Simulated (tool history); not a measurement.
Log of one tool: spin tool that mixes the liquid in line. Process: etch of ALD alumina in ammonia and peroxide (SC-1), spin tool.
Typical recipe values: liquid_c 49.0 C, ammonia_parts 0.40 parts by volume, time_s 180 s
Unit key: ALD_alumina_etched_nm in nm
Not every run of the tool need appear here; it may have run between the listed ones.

run	hour	liquid_c	ammonia_parts	time_s	read-back film thickness of the ALD alumina reference wafer, read on the same gauge (nm)	ALD_alumina_etched_nm
1	0.0	49.0	0.35	180	130.02	9.57
# hour 14.5: heated supply line repaired
2	96.6	49.0	0.35	180	130.01	9.57
3	197.7	53.0	0.30	180	130.01	11.65
4	303.2	49.0	0.40	180	129.97	9.71
# hour 353.9: new drum of ammonia solution connected
5	367.5	49.0	0.40	260	130.00	14.03
6	438.5	49.0	0.40	260	129.99	14.20
# hour 484.3: thermometer replaced
7	535.4	49.0	0.40	260	130.02	14.16
# hour 567.5: ammonia flow meter replaced
# hour 578.9: gauge calibrated
8	635.2	49.0	0.40	250	129.99	13.32
9	742.6	55.0	0.25	90	129.99	6.45
10	780.4	54.5	0.40	180	129.98	13.16
11	851.4	49.0	0.40	180	130.01	9.69
12	914.7	49.0	0.40	265	129.98	14.21
# hour 979.2: heated supply line repaired
13	1001.5	49.0	0.55	250	130.03	13.74
14	1038.7	45.5	0.30	230	129.98	9.75
15	1128.4	49.0	0.40	180	130.00	9.64
16	1199.1	45.5	0.40	180	129.98	7.98
17	1290.3	54.0	0.50	230	129.97	16.38
18	1372.7	49.0	0.20	180	129.98	9.10
19	1460.5	49.0	0.40	180	130.00	9.73
# hour 1490.5: new drum of ammonia solution connected
20	1546.5	53.5	0.35	245	130.01	16.50
21	1610.3	49.0	0.40	180	130.00	9.65
22	1652.1	49.0	0.50	180	130.01	9.83
23	1714.6	49.0	0.40	135	130.02	7.22
# hour 1767.6: heated supply line repaired
24	1790.4	49.0	0.40	100	130.00	5.43
25	1865.4	49.0	0.40	180	129.99	9.66

Hidden state, per run?
liquid hotter than its thermometer reads (K): 0 in every run
ammonia flow below the setpoint (%): 0 in every run
temperature lost on the way to the wafer (K): 0 in every run
ammonia solution weaker than its label (%): 0 in every run
gauge reads high (%): 0 in every run

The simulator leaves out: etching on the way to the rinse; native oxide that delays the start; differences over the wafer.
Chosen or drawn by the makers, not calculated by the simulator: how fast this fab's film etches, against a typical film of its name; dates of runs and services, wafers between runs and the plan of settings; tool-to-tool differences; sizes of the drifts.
